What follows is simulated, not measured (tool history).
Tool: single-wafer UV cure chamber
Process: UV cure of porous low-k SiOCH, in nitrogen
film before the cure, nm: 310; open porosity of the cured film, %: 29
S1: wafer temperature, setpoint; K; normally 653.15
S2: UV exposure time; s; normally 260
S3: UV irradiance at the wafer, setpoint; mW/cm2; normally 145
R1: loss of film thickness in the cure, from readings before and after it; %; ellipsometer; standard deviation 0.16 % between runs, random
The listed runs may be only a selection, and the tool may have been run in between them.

| run | day | S1 | S2 | S3 | R1 |
|---|---|---|---|---|---|
| 1 | 0 | 653.15 | 200 | 172 | 15.072 |
| 2 | 0.683 | 653.15 | 260 | 145 | 15.66 |
| 3 | 1.004 | 653.15 | 260 | 145 | 15.662 |
| 4 | 1.267 | 653.15 | 260 | 145 | 15.478 |
| 5 | 1.821 | 639.15 | 260 | 145 | 15.147 |
| 6 | 2.408 | 661.15 | 260 | 145 | 15.304 |
| 7 | 2.958 | 661.15 | 260 | 145 | 16.456 |
| 8 | 3.446 | 661.15 | 260 | 145 | 16.428 |
| 9 | 3.842 | 653.15 | 260 | 145 | 16.478 |
| 10 | 4.3 | 653.15 | 260 | 145 | 16.234 |
| 11 | 4.562 | 667.15 | 260 | 145 | 16.443 |
| 12 | 4.867 | 638.15 | 155 | 113 | 11.986 |
| 13 | 5.312 | 665.15 | 260 | 123 | 15.482 |
| 14 | 5.875 | 668.15 | 260 | 145 | 16.782 |
| 15 | 6.438 | 645.15 | 330 | 145 | 17.435 |
| 16 | 6.746 | 664.15 | 260 | 145 | 16.383 |
| 17 | 7.088 | 653.15 | 260 | 145 | 16.083 |
| 18 | 7.425 | 659.15 | 325 | 145 | 17.318 |
| 19 | 7.808 | 641.15 | 260 | 172 | 16.795 |
| 20 | 8.3 | 665.15 | 340 | 162 | 18.202 |
| 21 | 8.658 | 653.15 | 260 | 145 | 16.076 |

Not shown: 2 entries that the log had between the listed runs. Between which runs, and how does the tool's hidden state differ before and after?
Logged between run 6 and run 7: quartz window cleaned (day 2.842)
  transmission lost against a clean window, %: 21.7 -> 4.71
  measured result minus the result with no hidden state, R1: -1.32 -> -0.263 %
Logged between run 12 and run 13: UV bulbs replaced (day 5.242)
  transmission lost against a clean window, %: 5.16 -> 5.37
  measured result minus the result with no hidden state, R1: -0.27 -> -0.295 %
